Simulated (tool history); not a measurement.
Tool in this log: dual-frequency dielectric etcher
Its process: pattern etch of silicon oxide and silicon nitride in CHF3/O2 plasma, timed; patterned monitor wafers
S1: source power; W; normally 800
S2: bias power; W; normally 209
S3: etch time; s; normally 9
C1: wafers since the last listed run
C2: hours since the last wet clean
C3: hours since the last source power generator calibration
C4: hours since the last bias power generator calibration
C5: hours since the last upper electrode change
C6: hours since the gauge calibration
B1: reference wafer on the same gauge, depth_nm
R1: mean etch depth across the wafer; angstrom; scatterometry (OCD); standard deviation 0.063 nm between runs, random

run   hour    S1   S2    S3    C1     C2      C3      C4      C5     C6     B1     R1
  1      0   730  209     9     0  153.7  4310.8  3102.6    2888  776.3  16.31  149.9
  2     17   700  209     7   292  170.7  4327.8  3119.6    2905  793.3  16.32  115.5
  3   30.4   800  209  10.5   230  184.1  4341.2    3133  2918.4  806.7   16.3  179.4
  4   53.6   800  209  10.5   399  207.3  4364.4  3156.2  2941.6  829.9  16.28  179.8
  5     73   800  209  10.5   333  226.7  4383.8  3175.6    2961  849.3  16.29    180
  6   97.4   950  245     9   419  251.1  4408.2    3200  2985.4  873.7  16.28  179.7
  7    112   950  245     9   251  265.7  4422.8  3214.6    3000  888.3   16.3  179.8
  8  126.9   950  245     9   256  280.6  4437.7  3229.5  3014.9  903.2  16.31  179.6
  9  160.2   800  209     9   573  313.9    4471  3262.8  3048.2  936.5  16.33  156.3
 10  194.4   800  209     9   588  348.1  4505.2    3297  3082.4  970.7  16.29  157.4
 11  208.1   800  224     9   235  361.8  4518.9  3310.7  3096.1  984.4  16.27  162.9
     218.5  -- gauge calibrated
     234.2  -- wet clean of the chamber
 12  234.7   650  254    10    44    0.5  4545.5  3337.3  3122.7   16.2  16.32  172.5
 13  251.8   800  209     9   294   17.6  4562.6  3354.4  3139.8   33.3   16.3  152.3
 14  272.7   800  209     9   359   38.5  4583.5  3375.3  3160.7   54.2  16.28  152.3
 15  298.6   660  233     8   445   64.4  4609.4  3401.2  3186.6   80.1   16.3  134.4
 16  318.2   800  209     9   337     84    4629  3420.8  3206.2   99.7  16.31  153.1
 17  336.8   600  161  11.5   320  102.6  4647.6  3439.4  3224.8  118.3  16.32  154.7
 18  356.4   800  209     9   337  122.2  4667.2    3459  3244.4  137.9  16.31  154.8
 19  375.9   720  209     9   335  141.7  4686.7  3478.5  3263.9  157.4   16.3  149.9
 20  400.5   960  209   7.5   423  166.3  4711.3  3503.1  3288.5    182  16.31  136.2
     432.3  -- source power generator calibrated
     489.2  -- bias power generator calibrated
     498.3  -- upper electrode replaced
 21  498.8   960  177   7.5  1397  264.6    66.5     9.6     0.5  280.3  16.28  126.9
 22  512.3  1000  209     9   232  278.1      80    23.1      14  293.8  16.29  169.2
 23  527.8   730  183  10.5   266  293.6    95.5    38.6    29.5  309.3  16.29  165.1
 24  553.8   630  181     8   447  319.6   121.5    64.6    55.5  335.3  16.28  119.1
 25  584.4   740  244     9   526  350.2   152.1    95.2    86.1  365.9   16.3  164.2
 26  605.2   710  164     9   358    371   172.9     116   106.9  386.7   16.3  132.4
     643.1  -- wet clean of the chamber
 27  643.6   800  209     9   247    0.5   211.3   154.4   145.3  425.1   16.3  151.9
 28  663.3   980  159  10.5   339   20.2     231   174.1     165  444.8  16.29  165.3
 29  688.9   800  209     9   440   45.8   256.6   199.7   190.6  470.4  16.31  151.8
 30  701.5   800  209     9   216   58.4   269.2   212.3   203.2    483  16.29  151.8

State the hidden condition of the tool at each of the runs:
source power that arrives over what is set, %: 0 on each run
bias power that arrives over what is set, %: 0 on each run
gauge reads high (%): 0 on each run
H1: etch rate over this chamber's usual, %
run        H1
  1      1.61
  2      1.73
  3      1.83
  4         2
  5      2.14
  6      2.32
  7      2.43
  8      2.54
  9      2.78
 10      3.04
 11      3.14
 12     0.286
 13     0.411
 14     0.565
 15     0.756
 16       0.9
 17      1.04
 18      1.18
 19      1.32
 20      1.51
 21      2.23
 22      2.33
 23      2.44
 24      2.63
 25      2.86
 26      3.01
 27    -0.434
 28    -0.289
 29      -0.1
 30  -0.00778
